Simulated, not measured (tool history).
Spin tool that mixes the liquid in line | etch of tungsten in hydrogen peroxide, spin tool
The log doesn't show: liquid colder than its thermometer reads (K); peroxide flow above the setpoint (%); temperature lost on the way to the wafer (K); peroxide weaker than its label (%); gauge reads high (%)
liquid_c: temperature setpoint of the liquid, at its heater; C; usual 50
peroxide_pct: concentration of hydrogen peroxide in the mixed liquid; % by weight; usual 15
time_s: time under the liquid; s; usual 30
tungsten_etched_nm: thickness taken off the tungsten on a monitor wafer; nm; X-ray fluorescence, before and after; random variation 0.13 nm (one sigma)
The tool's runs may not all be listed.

run,hour,liquid_c,peroxide_pct,time_s,wafers since the last listed run,hours since the thermometer was replaced,hours since the peroxide flow meter was replaced,hours since the heated supply line was repaired,hours since the drum of peroxide was connected,hours since the gauge calibration,"read-back film thickness of the tungsten reference wafer, read on the same gauge (nm)",tungsten_etched_nm
1,0,50,15,30,0,1440,1535.2,1925.3,324.5,1612.6,40.01,26.84
# hour 32.6: thermometer replaced
2,38.2,50,15,30,535,5.6,1573.4,1963.5,362.7,1650.8,40.04,26.73
3,82.9,50,15,30,643,50.3,1618.1,2008.2,407.4,1695.5,39.99,26.69
4,153.9,54.5,19,50,1021,121.3,1689.1,2079.2,478.4,1766.5,40.01,64.86
5,199.5,50,15,30,656,166.9,1734.7,2124.8,524,1812.1,40.04,26.38
6,237.8,50,18,30,551,205.2,1773,2163.1,562.3,1850.4,39.99,28.84
7,285.6,50,15,30,687,253,1820.8,2210.9,610.1,1898.2,40.01,26.01
# hour 302.9: new drum of peroxide connected
8,319.3,56,12,30,470,286.7,1854.5,2244.6,16.4,1931.9,40.01,35.25
9,375.4,50,17.5,30,807,342.8,1910.6,2300.7,72.5,1988,39.99,29.56
10,427.2,59,19,30,745,394.6,1962.4,2352.5,124.3,2039.8,40.02,51.96
# hour 454.7: gauge calibrated
11,479.6,50,15,30,754,447,2014.8,2404.9,176.7,24.9,39.96,27.19
12,532.5,50,12.5,30,761,499.9,2067.7,2457.8,229.6,77.8,39.98,24.59
# hour 534.7: heated supply line repaired
13,598.3,50,15,30,932,565.7,2133.5,63.6,295.4,143.6,40.02,26.99
14,632.1,56.5,17.5,20,486,599.5,2167.3,97.4,329.2,177.4,40,28.74
15,677.9,50,15,30,659,645.3,2213.1,143.2,375,223.2,40.01,26.64
16,707.7,50,13,25,428,675.1,2242.9,173,404.8,253,40,20.83
# hour 733.6: peroxide flow meter replaced
17,735.5,50,15,30,385,702.9,1.9,200.8,432.6,280.8,40.02,26.78
18,787.9,50,18.5,20,754,755.3,54.3,253.2,485,333.2,40,19.6
19,821.9,47,12.5,40,489,789.3,88.3,287.2,519,367.2,39.99,26.62
# hour 894.9: new drum of peroxide connected
20,993.1,47,15,40,2449,960.5,259.5,458.4,98.2,538.4,39.94,30.39
21,1056.3,50,15,40,909,1023.7,322.7,521.6,161.4,601.6,40,36.53
22,1113,50,13,40,815,1080.4,379.4,578.3,218.1,658.3,40.04,33.72
23,1175.8,59,18.5,45,903,1143.2,442.2,641.1,280.9,721.1,40.02,77.19
24,1235.8,50,16.5,15,863,1203.2,502.2,701.1,340.9,781.1,39.97,14.07
25,1291.3,57.5,17.5,30,798,1258.7,557.7,756.6,396.4,836.6,40,45.18
# hour 1346: thermometer replaced
26,1360.1,50,15,45,975,14.1,626.5,825.4,465.2,905.4,39.97,40.12
27,1396.4,50,13,40,522,50.4,662.8,861.7,501.5,941.7,40.02,33.13

Some steps in tungsten_etched_nm between neighbouring runs. How much of each would the tool show without its hidden state too (settings, what came in, random variation), and how much is left for the hidden state, with any gauge scatter that isn't in both results?
Run 3 -> 4: liquid_c 50 -> 54.5, peroxide_pct 15 -> 19, time_s 30 -> 50. tungsten_etched_nm +38.17 nm: hidden state -1.83, all else +40.
Run 4 -> 5: liquid_c 54.5 -> 50, peroxide_pct 19 -> 15, time_s 50 -> 30. tungsten_etched_nm -38.48 nm: hidden state +1.6, all else -40.08.
Run 22 -> 23: liquid_c 50 -> 59, peroxide_pct 13 -> 18.5, time_s 40 -> 45. tungsten_etched_nm +43.47 nm: hidden state -1.22, all else +44.69.
Run 23 -> 24: liquid_c 59 -> 50, peroxide_pct 18.5 -> 16.5, time_s 45 -> 15. tungsten_etched_nm -63.12 nm: hidden state +1.48, all else -64.6.
